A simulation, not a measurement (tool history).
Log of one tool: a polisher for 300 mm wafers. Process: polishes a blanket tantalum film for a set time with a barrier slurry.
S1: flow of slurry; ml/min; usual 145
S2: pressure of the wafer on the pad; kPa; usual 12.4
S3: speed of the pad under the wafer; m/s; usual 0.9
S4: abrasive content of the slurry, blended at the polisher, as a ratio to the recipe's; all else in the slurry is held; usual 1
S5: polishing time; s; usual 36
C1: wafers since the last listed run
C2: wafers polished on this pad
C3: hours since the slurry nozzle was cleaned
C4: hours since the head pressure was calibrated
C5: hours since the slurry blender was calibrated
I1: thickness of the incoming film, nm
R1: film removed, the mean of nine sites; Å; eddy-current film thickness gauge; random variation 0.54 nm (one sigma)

run 1 day=0 | S1=145 S2=12.4 S3=0.9 S4=1 S5=36 | C1=0 C2=106 C3=335.2 C4=455.4 C5=150.2 | I1=391 | R1=515
run 2 day=0.617 | S1=145 S2=12.4 S3=0.9 S4=1 S5=36 | C1=258 C2=364 C3=350 C4=470.2 C5=165 | I1=392.5 | R1=481
run 3 day=0.975 | S1=145 S2=12.4 S3=0.9 S4=1 S5=36 | C1=150 C2=515 C3=358.6 C4=478.8 C5=173.6 | I1=387.9 | R1=478
run 4 day=1.446 | S1=145 S2=12.4 S3=0.9 S4=1.15 S5=36 | C1=197 C2=712 C3=369.9 C4=490.1 C5=184.9 | I1=388.8 | R1=483
run 5 day=1.742 | S1=145 S2=12.4 S3=0.9 S4=1.15 S5=36 | C1=124 C2=837 C3=377 C4=497.2 C5=192 | I1=395.1 | R1=481
-- day=2.058 worn pad replaced by a new one
run 6 day=2.292 | S1=130 S2=12.4 S3=0.9 S4=1 S5=36 | C1=160 C2=97 C3=390.2 C4=510.4 C5=205.2 | I1=396.6 | R1=489
run 7 day=2.821 | S1=145 S2=12.4 S3=0.8 S4=1 S5=36 | C1=222 C2=319 C3=402.9 C4=523.1 C5=217.9 | I1=390.8 | R1=442
run 8 day=3.258 | S1=145 S2=12.4 S3=0.8 S4=1 S5=36 | C1=183 C2=503 C3=413.4 C4=533.6 C5=228.4 | I1=388.8 | R1=439
run 9 day=3.692 | S1=145 S2=12.4 S3=0.8 S4=1 S5=36 | C1=181 C2=685 C3=423.8 C4=544 C5=238.8 | I1=396.3 | R1=429
run 10 day=4.004 | S1=145 S2=12.4 S3=0.9 S4=1 S5=36 | C1=131 C2=816 C3=431.3 C4=551.5 C5=246.3 | I1=385.8 | R1=472
run 11 day=4.304 | S1=145 S2=12.4 S3=0.9 S4=1 S5=36 | C1=125 C2=942 C3=438.5 C4=558.7 C5=253.5 | I1=386.6 | R1=466
-- day=4.396 slurry nozzle cleaned
-- day=4.521 worn pad replaced by a new one
run 12 day=4.95 | S1=145 S2=12.4 S3=0.9 S4=1 S5=36 | C1=200 C2=179 C3=13.3 C4=574.2 C5=269 | I1=397.4 | R1=552
run 13 day=5.471 | S1=145 S2=12.4 S3=0.9 S4=1 S5=42 | C1=218 C2=398 C3=25.8 C4=586.7 C5=281.5 | I1=388.6 | R1=610
run 14 day=5.975 | S1=115 S2=9.7 S3=0.9 S4=1 S5=29 | C1=211 C2=609 C3=37.9 C4=598.8 C5=293.6 | I1=384.8 | R1=307
run 15 day=6.338 | S1=145 S2=12.4 S3=0.9 S4=1 S5=36 | C1=152 C2=761 C3=46.6 C4=607.5 C5=302.3 | I1=390.4 | R1=518
-- day=6.633 worn pad replaced by a new one
-- day=6.633 slurry blender recalibrated
run 16 day=6.758 | S1=130 S2=12.4 S3=0.62 S4=1 S5=36 | C1=141 C2=52 C3=56.7 C4=617.6 C5=3 | I1=391.3 | R1=413
run 17 day=7.175 | S1=145 S2=12.4 S3=0.64 S4=1.25 S5=36 | C1=174 C2=227 C3=66.7 C4=627.6 C5=13 | I1=389.1 | R1=429
run 18 day=7.579 | S1=115 S2=10.3 S3=0.74 S4=1.3 S5=36 | C1=169 C2=396 C3=76.4 C4=637.3 C5=22.7 | I1=389 | R1=373
run 19 day=8.217 | S1=130 S2=10.3 S3=0.9 S4=1 S5=42 | C1=267 C2=664 C3=91.7 C4=652.6 C5=38 | I1=390.8 | R1=492
-- day=8.617 head pressure recalibrated
run 20 day=8.875 | S1=145 S2=12.4 S3=0.9 S4=1 S5=36 | C1=241 C2=905 C3=107.5 C4=6.2 C5=53.8 | I1=392.9 | R1=518
-- day=9.292 worn pad replaced by a new one
run 21 day=9.55 | S1=145 S2=12.4 S3=0.9 S4=1 S5=23 | C1=213 C2=108 C3=123.7 C4=22.4 C5=70 | I1=390.8 | R1=350
run 22 day=9.946 | S1=145 S2=12.4 S3=0.9 S4=1 S5=36 | C1=166 C2=274 C3=133.2 C4=31.9 C5=79.5 | I1=394.4 | R1=528
run 23 day=10.275 | S1=145 S2=12.4 S3=0.9 S4=1 S5=36 | C1=138 C2=412 C3=141.1 C4=39.8 C5=87.4 | I1=393.1 | R1=525
run 24 day=10.871 | S1=145 S2=12.4 S3=0.9 S4=1 S5=24 | C1=250 C2=662 C3=155.4 C4=54.1 C5=101.7 | I1=383 | R1=338
run 25 day=11.292 | S1=145 S2=16.5 S3=0.9 S4=1.25 S5=36 | C1=176 C2=839 C3=165.5 C4=64.2 C5=111.8 | I1=391.1 | R1=702
-- day=11.467 worn pad replaced by a new one
run 26 day=11.692 | S1=95 S2=12.4 S3=0.9 S4=1 S5=36 | C1=97 C2=93 C3=175.1 C4=73.8 C5=121.4 | I1=390.1 | R1=476

Hidden state at the last listed run before each entry between runs and at the first one after, where it differs:
Between runs 5 and 6: worn pad replaced by a new one (day 2.058)
  removal rate lost through wear of the pad, %: 12.6 -> 2.9; slurry flow missing at the pad, %: 32.6 -> 33.5
  measured less the result without the state, R1: -125 -> -74 Å
Between runs 11 and 12: slurry nozzle cleaned (day 4.396); worn pad replaced by a new one (day 4.521)
  removal rate lost through wear of the pad, %: 10.1 -> 4.97; slurry flow missing at the pad, %: 37 -> 5.83
  measured less the result without the state, R1: -117 -> -36 Å
Between runs 15 and 16: worn pad replaced by a new one (day 6.633); slurry blender recalibrated (day 6.633)
  removal rate lost through wear of the pad, %: 10 -> 2.12; slurry flow missing at the pad, %: 8.21 -> 8.93
  measured less the result without the state, R1: -68 -> -19 Å
Between runs 19 and 20: head pressure recalibrated (day 8.617)
  removal rate lost through wear of the pad, %: 9.66 -> 10.4; slurry flow missing at the pad, %: 11.4 -> 12.6
  measured less the result without the state, R1: -69 -> -77 Å
Between runs 20 and 21: worn pad replaced by a new one (day 9.292)
  removal rate lost through wear of the pad, %: 10.4 -> 3.99; slurry flow missing at the pad, %: 12.6 -> 13.7
  measured less the result without the state, R1: -77 -> -26 Å
Between runs 25 and 26: worn pad replaced by a new one (day 11.467)
  removal rate lost through wear of the pad, %: 10.7 -> 3.13; slurry flow missing at the pad, %: 16.7 -> 17.4
  measured less the result without the state, R1: -115 -> -47 Å
